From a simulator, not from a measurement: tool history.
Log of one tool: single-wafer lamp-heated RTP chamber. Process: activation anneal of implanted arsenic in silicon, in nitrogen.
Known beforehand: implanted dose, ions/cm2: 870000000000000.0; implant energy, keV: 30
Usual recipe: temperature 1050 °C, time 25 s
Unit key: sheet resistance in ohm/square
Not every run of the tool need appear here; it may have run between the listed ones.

| run | day | temperature | time | read-back reference wafer on the same gauge, sheet resistance | sheet resistance |
|---|---|---|---|---|---|
| 1 | 0 | 1050 | 21 | 124.96 | 129.92 |
| 2 | 0.846 | 1050 | 25 | 125.08 | 129.65 |
| 3 | 2.192 | 1050 | 36 | 124.88 | 126.89 |
| 4 | 2.929 | 1050 | 36 | 124.9 | 126.74 |
| 5 | 3.462 | 1050 | 32 | 125.06 | 127.53 |
| 6 | 4.325 | 1050 | 32 | 125.08 | 127.66 |
| 7 | 5.15 | 1050 | 32 | 124.82 | 127.54 |
| 8 | 6.362 | 1050 | 25 | 124.91 | 129.13 |
| 9 | 6.992 | 1050 | 25 | 124.95 | 129.23 |
| 10 | 10.358 | 1050 | 25 | 125.04 | 128.33 |
| 11 | 11.65 | 1040 | 25 | 124.96 | 129.4 |
|  | 12.088 | gauge calibrated |
| 12 | 12.375 | 1050 | 25 | 124.91 | 128.58 |
| 13 | 13.829 | 1050 | 34 | 125.13 | 126.65 |
| 14 | 14.458 | 1050 | 25 | 124.91 | 128.29 |
|  | 15.846 | pyrometer window cleaned and pyrometer calibrated |
| 15 | 15.888 | 1050 | 25 | 125.02 | 129.88 |
|  | 17.938 | reflector plate cleaned |
| 16 | 19.95 | 1036 | 17 | 124.99 | 133.05 |
| 17 | 20.646 | 1050 | 38 | 124.9 | 127.27 |
| 18 | 21.771 | 1077 | 14 | 125.01 | 129.59 |
| 19 | 22.5 | 1050 | 25 | 124.9 | 129.22 |
| 20 | 23.471 | 1034 | 36 | 125.07 | 129.91 |
| 21 | 24.371 | 1071 | 13 | 124.98 | 131.23 |
| 22 | 25.85 | 1077 | 10 | 125.05 | 131.59 |

What if the next run were any one of these 4? Each begins from the tool's condition after run 22:
| A | 25.867 | 1050 | 25 | ? | ? |
| B | 25.867 | 1020 | 14 | ? | ? |
| C | 25.867 | 1039 | 33 | ? | ? |
| D | 25.867 | 1078 | 15 | ? | ? |

| run | read-back reference wafer on the same gauge, sheet resistance | sheet resistance |
|---|---|---|
| A | 125.09 | 129.98 |
| B | 125.09 | 136.11 |
| C | 125.09 | 129.76 |
| D | 125.09 | 129.53 |
With the hidden condition removed and each run's random variation left untouched, the same runs would have given:
| run | sheet resistance |
|---|---|
| A | 130.25 |
| B | 136.32 |
| C | 130.03 |
| D | 129.8 |
